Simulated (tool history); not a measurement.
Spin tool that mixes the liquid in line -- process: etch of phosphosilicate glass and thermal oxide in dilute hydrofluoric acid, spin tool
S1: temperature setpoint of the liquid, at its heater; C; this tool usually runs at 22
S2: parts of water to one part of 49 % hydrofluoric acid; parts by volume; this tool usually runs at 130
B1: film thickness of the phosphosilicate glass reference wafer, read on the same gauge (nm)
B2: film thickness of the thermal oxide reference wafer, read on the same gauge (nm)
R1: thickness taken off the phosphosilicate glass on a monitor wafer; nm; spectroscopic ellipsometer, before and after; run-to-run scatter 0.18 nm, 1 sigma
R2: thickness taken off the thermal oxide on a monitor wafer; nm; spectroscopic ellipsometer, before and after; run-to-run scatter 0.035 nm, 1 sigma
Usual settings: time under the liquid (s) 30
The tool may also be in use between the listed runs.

Run 1, day 0: usual settings; B1 70; B2 110.016. Result: R1 19.04 nm, R2 0.848 nm.
Run 2, day 2.358: usual settings; B1 69.97; B2 109.966. Result: R1 19.5 nm, R2 0.809 nm.
Run 3, day 3.758: usual settings; B1 70.03; B2 109.966. Result: R1 19.14 nm, R2 0.807 nm.
At day 6.308: thermometer replaced.
Run 4, day 6.604: usual settings; B1 70.01; B2 110.038. Result: R1 20.83 nm, R2 0.893 nm.
Run 5, day 9.304: usual settings; B1 70; B2 109.988. Result: R1 21.18 nm, R2 0.905 nm.
Run 6, day 16.296: usual settings; B1 69.99; B2 109.982. Result: R1 20.82 nm, R2 0.867 nm.
Run 7, day 18: usual settings; B1 69.98; B2 110.024. Result: R1 20.92 nm, R2 0.858 nm.
Run 8, day 19.646: usual settings but time under the liquid (s) 45; B1 69.99; B2 110.041. Result: R1 31.22 nm, R2 1.317 nm.
At day 22.958: hydrofluoric acid flow meter replaced.
Run 9, day 25.158: usual settings but S2 185 parts by volume, time under the liquid (s) 45; B1 69.99; B2 109.98. Result: R1 20.58 nm, R2 0.835 nm.
Run 10, day 27.617: usual settings; B1 70; B2 110.014. Result: R1 20.61 nm, R2 0.892 nm.
Run 11, day 28.65: usual settings but S1 19.5 C, time under the liquid (s) 15; B1 69.98; B2 110.029. Result: R1 9.38 nm, R2 0.411 nm.
Run 12, day 30.183: usual settings but S1 23.5 C, S2 85 parts by volume, time under the liquid (s) 50; B1 69.96; B2 110.001. Result: R1 59.1 nm, R2 2.629 nm.
Run 13, day 32.779: usual settings; B1 69.99; B2 109.956. Result: R1 20.61 nm, R2 0.859 nm.
At day 35.658: gauge calibrated.
Run 14, day 38.988: usual settings; B1 69.99; B2 109.986. Result: R1 20.54 nm, R2 0.856 nm.
Run 15, day 40: usual settings but time under the liquid (s) 25; B1 69.97; B2 110.022. Result: R1 17.05 nm, R2 0.76 nm.
Run 16, day 42.458: usual settings but S1 26 C, S2 175 parts by volume, time under the liquid (s) 45; B1 70; B2 109.986. Result: R1 25.15 nm, R2 1.088 nm.
Run 17, day 44.942: usual settings but S1 20.5 C; B1 70.03; B2 109.982. Result: R1 19.05 nm, R2 0.814 nm.
Run 18, day 46.125: usual settings but S2 110 parts by volume, time under the liquid (s) 20; B1 69.99; B2 110.036. Result: R1 16.46 nm, R2 0.689 nm.
Run 19, day 49.033: usual settings but S1 25 C, time under the liquid (s) 20; B1 69.99; B2 109.976. Result: R1 15.1 nm, R2 0.607 nm.
Run 20, day 51.733: usual settings; B1 70.01; B2 110.005. Result: R1 19.94 nm, R2 0.828 nm.
Run 21, day 54.321: usual settings; B1 70; B2 109.973. Result: R1 20 nm, R2 0.847 nm.
Run 22, day 56.154: usual settings; B1 70; B2 109.975. Result: R1 20.33 nm, R2 0.822 nm.
Run 23, day 58.804: usual settings but S1 19 C, time under the liquid (s) 25; B1 70.01; B2 109.988. Result: R1 14.99 nm, R2 0.645 nm.
Run 24, day 64.625: usual settings but S1 18 C, time under the liquid (s) 35; B1 70; B2 109.976. Result: R1 19.8 nm, R2 0.888 nm.
Run 25, day 66.142: usual settings but S1 20.5 C, S2 70 parts by volume; B1 70.03; B2 109.994. Result: R1 36.98 nm, R2 1.566 nm.
Run 26, day 69.038: usual settings but S2 160 parts by volume; B1 70; B2 109.954. Result: R1 15.73 nm, R2 0.692 nm.

Each row is a separate what-if for the run after 26, all from the same tool condition, not one after another. Results?
Run A, day 69.054: usual settings but S2 165 parts by volume; B1 ?; B2 ?. Result: R1 ?, R2 ?.
Run B, day 69.054: usual settings but time under the liquid (s) 15; B1 ?; B2 ?. Result: R1 ?, R2 ?.
Run C, day 69.054: usual settings but S1 24 C, S2 115 parts by volume; B1 ?; B2 ?. Result: R1 ?, R2 ?.
Run D, day 69.054: usual settings but S2 165 parts by volume, time under the liquid (s) 40; B1 ?; B2 ?. Result: R1 ?, R2 ?.

run     B1       B2     R1     R2
  A  70.01  109.998  15.09  0.662
  B  70.01  109.998   9.94  0.436
  C  70.01  109.998  24.75  1.086
  D  70.01  109.998  20.12  0.883
Without the tool's hidden state the same runs would have given:
run     R1     R2
  A  15.95    0.7
  B  10.52  0.461
  C  26.18  1.148
  D  21.27  0.933

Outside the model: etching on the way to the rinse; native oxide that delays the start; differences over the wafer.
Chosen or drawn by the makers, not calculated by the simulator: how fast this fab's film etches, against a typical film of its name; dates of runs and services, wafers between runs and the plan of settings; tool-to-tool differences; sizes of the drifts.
